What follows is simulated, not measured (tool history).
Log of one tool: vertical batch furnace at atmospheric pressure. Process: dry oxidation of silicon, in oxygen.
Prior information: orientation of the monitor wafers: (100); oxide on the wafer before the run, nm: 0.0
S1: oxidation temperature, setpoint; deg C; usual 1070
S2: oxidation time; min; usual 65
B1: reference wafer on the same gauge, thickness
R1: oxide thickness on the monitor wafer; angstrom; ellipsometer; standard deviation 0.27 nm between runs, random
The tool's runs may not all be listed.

run,hour,S1,S2,B1,R1
1,0,1070,65,93.61,899.1
2,64.9,1070,65,93.53,896
3,98,1070,65,93.5,893.4
4,124.5,1070,65,93.55,900.2
5,172.3,1070,51.5,93.48,771.6
6,209.4,1070,51.5,93.72,771.7
7,238.8,1070,65,93.56,897.3
# hour 258.9: gauge calibrated
8,290.3,1070,65,93.57,895.8
9,323.7,1070,65,93.64,895.5
10,356.7,1070,65,93.63,899.3
11,409.8,1070,80.5,93.71,1026.3
12,459.4,1070,80.5,93.62,1034
13,503.2,1070,80.5,93.6,1032.2
14,571.7,1051,65,93.64,773.3
15,615.3,1051,65,93.64,775.2
# hour 642: thermocouples replaced and temperature profile calibrated
16,800.8,1070,65,93.53,874.3
# hour 844.1: boat lift adjusted
17,844.6,1086,75,93.59,1081.2
18,871.5,1092,42.5,93.61,791.3
19,915.4,1070,65,93.63,877.7
20,976.5,1047,77.5,93.66,814.6
21,1011.2,1080,65,93.57,940.1
22,1046.8,1070,65,93.63,872.8

For run 23, what comes out?
23,1072,1061,89.5,?,?

{"run 23": {"B1": 93.65, "R1": 1005.2}}
Were there no unlogged condition in the tool, this run, its random variation unchanged, would have produced R1 997.6 angstrom.

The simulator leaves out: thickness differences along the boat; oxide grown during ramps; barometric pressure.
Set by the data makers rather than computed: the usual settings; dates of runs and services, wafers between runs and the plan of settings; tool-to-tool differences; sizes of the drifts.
